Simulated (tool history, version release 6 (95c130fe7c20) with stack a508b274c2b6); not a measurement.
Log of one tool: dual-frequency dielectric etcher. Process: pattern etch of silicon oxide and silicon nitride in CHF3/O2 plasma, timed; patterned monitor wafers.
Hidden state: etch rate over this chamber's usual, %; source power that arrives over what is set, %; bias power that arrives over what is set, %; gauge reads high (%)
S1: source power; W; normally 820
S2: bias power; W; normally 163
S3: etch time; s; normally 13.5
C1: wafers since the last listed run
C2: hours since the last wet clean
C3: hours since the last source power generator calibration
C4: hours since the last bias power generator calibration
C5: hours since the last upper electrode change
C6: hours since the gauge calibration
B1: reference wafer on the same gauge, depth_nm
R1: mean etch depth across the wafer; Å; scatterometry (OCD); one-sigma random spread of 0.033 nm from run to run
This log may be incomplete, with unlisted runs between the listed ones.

{"run": 1, "day": 0.0, "S1": 670, "S2": 163, "S3": 13.5, "C1": 0, "C2": 64.1, "C3": 1720.1, "C4": 1646.1, "C5": 3537.3, "C6": 21.7, "B1": 21.81, "R1": 199.7}
{"run": 2, "day": 2.733, "S1": 820, "S2": 163, "S3": 10.5, "C1": 901, "C2": 129.7, "C3": 1785.7, "C4": 1711.7, "C5": 3602.9, "C6": 87.3, "B1": 21.81, "R1": 169}
{"run": 3, "day": 10.112, "S1": 820, "S2": 163, "S3": 13.5, "C1": 2433, "C2": 306.8, "C3": 1962.8, "C4": 1888.8, "C5": 3780, "C6": 264.4, "B1": 21.8, "R1": 217.6}
{"run": 4, "day": 11.321, "S1": 820, "S2": 163, "S3": 13.5, "C1": 398, "C2": 335.8, "C3": 1991.8, "C4": 1917.8, "C5": 3809, "C6": 293.4, "B1": 21.81, "R1": 219.4}
{"run": 5, "day": 14.317, "S1": 820, "S2": 163, "S3": 13.5, "C1": 987, "C2": 407.7, "C3": 2063.7, "C4": 1989.7, "C5": 3880.9, "C6": 365.3, "B1": 21.8, "R1": 218.7}
{"run": 6, "day": 16.308, "S1": 820, "S2": 163, "S3": 13.5, "C1": 656, "C2": 455.5, "C3": 2111.5, "C4": 2037.5, "C5": 3928.7, "C6": 413.1, "B1": 21.8, "R1": 218.7}
{"day": 18.067, "done": "wet clean of the chamber"}
{"run": 7, "day": 18.088, "S1": 820, "S2": 163, "S3": 13.5, "C1": 256, "C2": 0.5, "C3": 2154.2, "C4": 2080.2, "C5": 3971.4, "C6": 455.8, "B1": 21.79, "R1": 216.4}
{"run": 8, "day": 18.421, "S1": 720, "S2": 163, "S3": 13.5, "C1": 109, "C2": 8.5, "C3": 2162.2, "C4": 2088.2, "C5": 3979.4, "C6": 463.8, "B1": 21.79, "R1": 205.7}
{"run": 9, "day": 20.854, "S1": 880, "S2": 163, "S3": 10.5, "C1": 802, "C2": 66.9, "C3": 2220.6, "C4": 2146.6, "C5": 4037.8, "C6": 522.2, "B1": 21.79, "R1": 174.1}
{"day": 21.825, "done": "source power generator calibrated"}
{"run": 10, "day": 21.875, "S1": 970, "S2": 163, "S3": 13.5, "C1": 281, "C2": 91.4, "C3": 1.2, "C4": 2171.1, "C5": 4062.3, "C6": 546.7, "B1": 21.8, "R1": 240.2}
{"run": 11, "day": 23.088, "S1": 820, "S2": 163, "S3": 13.5, "C1": 399, "C2": 120.5, "C3": 30.3, "C4": 2200.2, "C5": 4091.4, "C6": 575.8, "B1": 21.79, "R1": 223.8}
{"day": 25.592, "done": "bias power generator calibrated"}
{"run": 12, "day": 25.983, "S1": 770, "S2": 163, "S3": 14.5, "C1": 899, "C2": 190, "C3": 99.8, "C4": 9.4, "C5": 4160.9, "C6": 645.3, "B1": 21.8, "R1": 233.9}
{"day": 26.962, "done": "gauge calibrated"}
{"day": 27.542, "done": "upper electrode replaced"}
{"run": 13, "day": 27.696, "S1": 1020, "S2": 202, "S3": 11, "C1": 234, "C2": 231.1, "C3": 140.9, "C4": 50.5, "C5": 3.7, "C6": 17.6, "B1": 21.8, "R1": 209.1}
{"run": 14, "day": 30.696, "S1": 820, "S2": 137, "S3": 13.5, "C1": 989, "C2": 303.1, "C3": 212.9, "C4": 122.5, "C5": 75.7, "C6": 89.6, "B1": 21.81, "R1": 215.5}
{"run": 15, "day": 32.062, "S1": 820, "S2": 163, "S3": 13.5, "C1": 450, "C2": 335.9, "C3": 245.7, "C4": 155.3, "C5": 108.5, "C6": 122.4, "B1": 21.8, "R1": 223.3}
{"run": 16, "day": 33.275, "S1": 700, "S2": 122, "S3": 16, "C1": 399, "C2": 365, "C3": 274.8, "C4": 184.4, "C5": 137.6, "C6": 151.5, "B1": 21.81, "R1": 233.7}
{"day": 34.492, "done": "wet clean of the chamber"}
{"run": 17, "day": 34.533, "S1": 820, "S2": 163, "S3": 13.5, "C1": 85, "C2": 1, "C3": 305, "C4": 214.6, "C5": 167.8, "C6": 181.7, "B1": 21.81, "R1": 221.4}

Below are 4 alternative next runs, each starting from the tool's condition after run 17. Predict each:
{"run": "A", "day": 34.55, "S1": 820, "S2": 163, "S3": 13.5, "C1": 5, "C2": 1.4, "C3": 305.4, "C4": 215, "C5": 168.2, "C6": 182.1, "B1": "?", "R1": "?"}
{"run": "B", "day": 34.55, "S1": 820, "S2": 149, "S3": 10, "C1": 5, "C2": 1.4, "C3": 305.4, "C4": 215, "C5": 168.2, "C6": 182.1, "B1": "?", "R1": "?"}
{"run": "C", "day": 34.55, "S1": 820, "S2": 123, "S3": 14.5, "C1": 5, "C2": 1.4, "C3": 305.4, "C4": 215, "C5": 168.2, "C6": 182.1, "B1": "?", "R1": "?"}
{"run": "D", "day": 34.55, "S1": 820, "S2": 148, "S3": 16, "C1": 5, "C2": 1.4, "C3": 305.4, "C4": 215, "C5": 168.2, "C6": 182.1, "B1": "?", "R1": "?"}

run=A B1=21.79 R1=221.6
run=B B1=21.79 R1=161
run=C B1=21.79 R1=224.7
run=D B1=21.79 R1=257.3
With no hidden state in the tool, these same runs would have given:
run=A R1=221.9
run=B R1=161.3
run=C R1=225.1
run=D R1=257.7
